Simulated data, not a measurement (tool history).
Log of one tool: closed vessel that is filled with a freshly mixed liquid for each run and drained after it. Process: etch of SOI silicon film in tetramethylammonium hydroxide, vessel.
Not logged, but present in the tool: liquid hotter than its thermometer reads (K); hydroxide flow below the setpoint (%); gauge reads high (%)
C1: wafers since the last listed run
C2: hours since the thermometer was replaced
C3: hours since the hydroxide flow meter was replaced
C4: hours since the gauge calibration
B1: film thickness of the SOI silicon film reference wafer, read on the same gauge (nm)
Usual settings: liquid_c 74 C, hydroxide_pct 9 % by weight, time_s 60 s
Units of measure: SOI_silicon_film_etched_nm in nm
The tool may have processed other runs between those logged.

{"run": 1, "hour": 0.0, "liquid_c": 74, "hydroxide_pct": 9, "time_s": 60, "C1": 0, "C2": 1007.2, "C3": 892.8, "C4": 252.7, "B1": 30.03, "SOI_silicon_film_etched_nm": 552.66}
{"run": 2, "hour": 167.4, "liquid_c": 74, "hydroxide_pct": 9, "time_s": 60, "C1": 19240, "C2": 1174.6, "C3": 1060.2, "C4": 420.1, "B1": 30.01, "SOI_silicon_film_etched_nm": 557}
{"run": 3, "hour": 213.5, "liquid_c": 74, "hydroxide_pct": 9, "time_s": 60, "C1": 5298, "C2": 1220.7, "C3": 1106.3, "C4": 466.2, "B1": 30, "SOI_silicon_film_etched_nm": 556.8}
{"run": 4, "hour": 268.5, "liquid_c": 74, "hydroxide_pct": 9, "time_s": 60, "C1": 6321, "C2": 1275.7, "C3": 1161.3, "C4": 521.2, "B1": 30.01, "SOI_silicon_film_etched_nm": 559.4}
{"run": 5, "hour": 325.0, "liquid_c": 74, "hydroxide_pct": 9, "time_s": 60, "C1": 6493, "C2": 1332.2, "C3": 1217.8, "C4": 577.7, "B1": 29.98, "SOI_silicon_film_etched_nm": 560.98}
{"run": 6, "hour": 424.5, "liquid_c": 69.5, "hydroxide_pct": 11, "time_s": 60, "C1": 11436, "C2": 1431.7, "C3": 1317.3, "C4": 677.2, "B1": 30, "SOI_silicon_film_etched_nm": 403.19}
{"run": 7, "hour": 527.4, "liquid_c": 74, "hydroxide_pct": 9, "time_s": 60, "C1": 11826, "C2": 1534.6, "C3": 1420.2, "C4": 780.1, "B1": 30.06, "SOI_silicon_film_etched_nm": 560.95}
{"run": 8, "hour": 593.7, "liquid_c": 67, "hydroxide_pct": 11, "time_s": 70, "C1": 7620, "C2": 1600.9, "C3": 1486.5, "C4": 846.4, "B1": 29.98, "SOI_silicon_film_etched_nm": 406.91}
{"run": 9, "hour": 668.3, "liquid_c": 79.5, "hydroxide_pct": 9, "time_s": 30, "C1": 8574, "C2": 1675.5, "C3": 1561.1, "C4": 921, "B1": 30, "SOI_silicon_film_etched_nm": 383.77}
{"hour": 690.0, "done": "gauge calibrated"}
{"run": 10, "hour": 725.4, "liquid_c": 74, "hydroxide_pct": 9, "time_s": 60, "C1": 6562, "C2": 1732.6, "C3": 1618.2, "C4": 35.4, "B1": 29.95, "SOI_silicon_film_etched_nm": 564.08}
{"hour": 730.6, "done": "hydroxide flow meter replaced"}
{"hour": 776.5, "done": "thermometer replaced"}
{"run": 11, "hour": 817.6, "liquid_c": 81.5, "hydroxide_pct": 9.5, "time_s": 75, "C1": 10367, "C2": 41.1, "C3": 87, "C4": 127.6, "B1": 30.02, "SOI_silicon_film_etched_nm": 1011.29}

Run 12 has not been measured yet. What should we expect?
{"run": 12, "hour": 881.8, "liquid_c": 74, "hydroxide_pct": 9, "time_s": 70, "C1": 7378, "C2": 105.3, "C3": 151.2, "C4": 191.8, "B1": "?", "SOI_silicon_film_etched_nm": "?"}

B1: 29.96
SOI_silicon_film_etched_nm: 634.28 nm
Had the tool carried no hidden state, the very same run would have given SOI_silicon_film_etched_nm 629.93 nm.
